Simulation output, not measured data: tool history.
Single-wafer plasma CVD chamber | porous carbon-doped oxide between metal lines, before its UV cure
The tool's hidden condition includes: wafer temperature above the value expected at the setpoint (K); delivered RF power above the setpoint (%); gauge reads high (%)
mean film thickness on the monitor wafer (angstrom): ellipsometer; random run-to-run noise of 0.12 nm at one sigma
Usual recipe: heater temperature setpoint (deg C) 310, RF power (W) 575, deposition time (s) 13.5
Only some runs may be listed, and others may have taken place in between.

| run | hour | heater temperature setpoint (deg C) | RF power (W) | deposition time (s) | wafers since the last listed run | hours since the last thermocouple change | hours since the last RF generator calibration | hours since the showerhead was replaced | hours since the gauge calibration | read-back reference wafer on the same gauge, thickness_nm | mean film thickness on the monitor wafer (angstrom) |
|---|---|---|---|---|---|---|---|---|---|---|---|
| 1 | 0.0 | 310 | 575 | 13.5 | 0 | 972.8 | 1887.9 | 3566.6 | 169.5 | 85.802 | 778.83 |
| 2 | 8.6 | 310 | 575 | 13.5 | 120 | 981.4 | 1896.5 | 3575.2 | 178.1 | 85.815 | 780.15 |
| 3 | 17.4 | 310 | 575 | 12.7 | 122 | 990.2 | 1905.3 | 3584.0 | 186.9 | 85.786 | 736.27 |
| 4 | 34.2 | 310 | 575 | 12.7 | 234 | 1007.0 | 1922.1 | 3600.8 | 203.7 | 85.788 | 735.16 |
| 5 | 43.6 | 310 | 575 | 12.7 | 131 | 1016.4 | 1931.5 | 3610.2 | 213.1 | 85.806 | 736.42 |
| 6 | 56.1 | 310 | 575 | 13.5 | 174 | 1028.9 | 1944.0 | 3622.7 | 225.6 | 85.788 | 778.94 |
| 7 | 62.6 | 310 | 540 | 13.5 | 90 | 1035.4 | 1950.5 | 3629.2 | 232.1 | 85.810 | 750.63 |
| 8 | 74.8 | 310 | 575 | 13.5 | 170 | 1047.6 | 1962.7 | 3641.4 | 244.3 | 85.789 | 780.67 |
| 9 | 87.7 | 310 | 575 | 13.5 | 180 | 1060.5 | 1975.6 | 3654.3 | 257.2 | 85.787 | 780.18 |
|  | 98.5 | RF generator calibrated |
| 10 | 99.8 | 310 | 575 | 13.5 | 57 | 1072.6 | 1.3 | 3666.4 | 269.3 | 85.833 | 813.18 |
| 11 | 116.3 | 304 | 575 | 13.5 | 230 | 1089.1 | 17.8 | 3682.9 | 285.8 | 85.792 | 847.31 |
| 12 | 133.1 | 304 | 575 | 13.5 | 234 | 1105.9 | 34.6 | 3699.7 | 302.6 | 85.793 | 849.11 |
| 13 | 150.6 | 297 | 670 | 15.0 | 244 | 1123.4 | 52.1 | 3717.2 | 320.1 | 85.800 | 1076.09 |
|  | 159.3 | showerhead replaced |
| 14 | 159.8 | 304 | 575 | 13.5 | 16 | 1132.6 | 61.3 | 0.5 | 329.3 | 85.800 | 845.09 |
| 15 | 165.5 | 299 | 575 | 11.3 | 79 | 1138.3 | 67.0 | 6.2 | 335.0 | 85.786 | 738.33 |
| 16 | 174.7 | 321 | 615 | 14.2 | 128 | 1147.5 | 76.2 | 15.4 | 344.2 | 85.795 | 831.58 |
| 17 | 185.3 | 310 | 575 | 13.5 | 148 | 1158.1 | 86.8 | 26.0 | 354.8 | 85.814 | 812.68 |
| 18 | 198.2 | 310 | 575 | 11.6 | 180 | 1171.0 | 99.7 | 38.9 | 367.7 | 85.805 | 703.48 |
|  | 208.1 | gauge calibrated |
|  | 220.9 | thermocouple changed; heater temperature recalibrated |
| 19 | 221.4 | 297 | 610 | 14.5 | 212 | 0.5 | 122.9 | 62.1 | 13.3 | 85.796 | 948.82 |
| 20 | 232.2 | 310 | 575 | 13.5 | 150 | 11.3 | 133.7 | 72.9 | 24.1 | 85.811 | 790.52 |
| 21 | 246.9 | 321 | 575 | 13.5 | 205 | 26.0 | 148.4 | 87.6 | 38.8 | 85.798 | 742.21 |
| 22 | 256.7 | 322 | 520 | 11.7 | 136 | 35.8 | 158.2 | 97.4 | 48.6 | 85.809 | 604.66 |
| 23 | 267.0 | 298 | 540 | 14.7 | 143 | 46.1 | 168.5 | 107.7 | 58.9 | 85.811 | 891.99 |
| 24 | 302.8 | 310 | 575 | 13.5 | 500 | 81.9 | 204.3 | 143.5 | 94.7 | 85.798 | 790.07 |

Forecast each of these 4 alternatives for the next run:
| A | 303.2 | 310 | 575 | 13.5 | 5 | 82.3 | 204.7 | 143.9 | 95.1 | ? | ? |
| B | 303.2 | 310 | 495 | 13.5 | 5 | 82.3 | 204.7 | 143.9 | 95.1 | ? | ? |
| C | 303.2 | 316 | 465 | 13.5 | 5 | 82.3 | 204.7 | 143.9 | 95.1 | ? | ? |
| D | 303.2 | 324 | 575 | 13.5 | 5 | 82.3 | 204.7 | 143.9 | 95.1 | ? | ? |

| run | read-back reference wafer on the same gauge, thickness_nm | mean film thickness on the monitor wafer (angstrom) |
|---|---|---|
| A | 85.795 | 792.91 |
| B | 85.795 | 724.47 |
| C | 85.795 | 672.81 |
| D | 85.795 | 730.62 |
Stripped of hidden state, with their random variation kept, the same runs would have yielded:
| run | mean film thickness on the monitor wafer (angstrom) |
|---|---|
| A | 795.53 |
| B | 727.03 |
| C | 675.35 |
| D | 733.33 |
